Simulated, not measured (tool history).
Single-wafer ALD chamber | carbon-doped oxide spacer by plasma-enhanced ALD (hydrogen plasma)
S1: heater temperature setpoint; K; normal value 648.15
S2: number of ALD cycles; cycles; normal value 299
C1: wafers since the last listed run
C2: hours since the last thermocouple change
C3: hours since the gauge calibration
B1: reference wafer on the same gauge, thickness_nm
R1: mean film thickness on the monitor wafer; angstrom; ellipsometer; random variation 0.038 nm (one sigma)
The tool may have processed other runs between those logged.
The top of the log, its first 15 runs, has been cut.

Run 16, hour 664.0: usual settings but S1 656.15 K; C1 54; C2 51.1; C3 155.3; B1 13.797. Result: R1 151.85 angstrom.
Run 17, hour 700.0: usual settings but S1 652.15 K; C1 64; C2 87.1; C3 191.3; B1 13.790. Result: R1 152.14 angstrom.
Run 18, hour 737.7: usual settings; C1 67; C2 124.8; C3 229.0; B1 13.809. Result: R1 152.30 angstrom.
Run 19, hour 775.1: usual settings but S2 353 cycles; C1 66; C2 162.2; C3 266.4; B1 13.799. Result: R1 179.47 angstrom.
Run 20, hour 845.9: usual settings but S1 659.15 K, S2 333 cycles; C1 125; C2 233.0; C3 337.2; B1 13.794. Result: R1 169.91 angstrom.
Run 21, hour 902.6: usual settings; C1 100; C2 289.7; C3 393.9; B1 13.803. Result: R1 151.97 angstrom.
Run 22, hour 956.5: usual settings but S2 268 cycles; C1 95; C2 343.6; C3 447.8; B1 13.799. Result: R1 136.94 angstrom.
Run 23, hour 995.3: usual settings but S1 662.15 K; C1 69; C2 382.4; C3 486.6; B1 13.805. Result: R1 152.21 angstrom.
Run 24, hour 1020.3: usual settings; C1 44; C2 407.4; C3 511.6; B1 13.791. Result: R1 151.86 angstrom.
Run 25, hour 1065.4: usual settings; C1 80; C2 452.5; C3 556.7; B1 13.802. Result: R1 152.21 angstrom.
Run 26, hour 1120.8: usual settings; C1 98; C2 507.9; C3 612.1; B1 13.802. Result: R1 152.07 angstrom.
Run 27, hour 1182.4: usual settings but S1 654.15 K; C1 109; C2 569.5; C3 673.7; B1 13.795. Result: R1 151.86 angstrom.
Run 28, hour 1250.6: usual settings but S1 659.15 K, S2 339 cycles; C1 121; C2 637.7; C3 741.9; B1 13.804. Result: R1 172.45 angstrom.
Run 29, hour 1324.1: usual settings; C1 130; C2 711.2; C3 815.4; B1 13.801. Result: R1 152.38 angstrom.
Run 30, hour 1360.1: usual settings; C1 64; C2 747.2; C3 851.4; B1 13.794. Result: R1 152.49 angstrom.
Run 31, hour 1396.3: usual settings but S1 639.15 K, S2 319 cycles; C1 64; C2 783.4; C3 887.6; B1 13.813. Result: R1 162.69 angstrom.
Run 32, hour 1460.0: usual settings but S1 660.15 K; C1 113; C2 847.1; C3 951.3; B1 13.798. Result: R1 152.10 angstrom.
Run 33, hour 1500.8: usual settings; C1 72; C2 887.9; C3 992.1; B1 13.791. Result: R1 151.66 angstrom.
At hour 1520.4: gauge calibrated.
Run 34, hour 1539.5: usual settings but S1 660.15 K, S2 347 cycles; C1 68; C2 926.6; C3 19.1; B1 13.807. Result: R1 176.41 angstrom.
Run 35, hour 1583.2: usual settings but S1 655.15 K, S2 346 cycles; C1 77; C2 970.3; C3 62.8; B1 13.794. Result: R1 177.17 angstrom.
At hour 1634.2: thermocouple changed; heater temperature recalibrated.
Run 36, hour 1649.2: usual settings; C1 103; C2 15.0; C3 128.8; B1 13.798. Result: R1 152.27 angstrom.
Run 37, hour 1680.2: usual settings but S2 255 cycles; C1 55; C2 46.0; C3 159.8; B1 13.801. Result: R1 129.18 angstrom.

Here are 5 independent what-if runs from the current tool condition. What would each one return?
Run A, hour 1681.1: usual settings; C1 1; C2 46.9; C3 160.7; B1 ?. Result: R1 ?.
Run B, hour 1681.1: usual settings but S1 655.15 K, S2 250 cycles; C1 1; C2 46.9; C3 160.7; B1 ?. Result: R1 ?.
Run C, hour 1681.1: usual settings but S2 357 cycles; C1 1; C2 46.9; C3 160.7; B1 ?. Result: R1 ?.
Run D, hour 1681.1: usual settings but S1 658.15 K, S2 242 cycles; C1 1; C2 46.9; C3 160.7; B1 ?. Result: R1 ?.
Run E, hour 1681.1: usual settings but S1 658.15 K, S2 273 cycles; C1 1; C2 46.9; C3 160.7; B1 ?. Result: R1 ?.

run      B1      R1
  A  13.795  152.16
  B  13.795  127.22
  C  13.795  181.67
  D  13.795  123.15
  E  13.795  138.93
What these runs would have given with no unlogged condition in the tool:
run      R1
  A  152.16
  B  127.22
  C  181.67
  D  123.15
  E  138.93
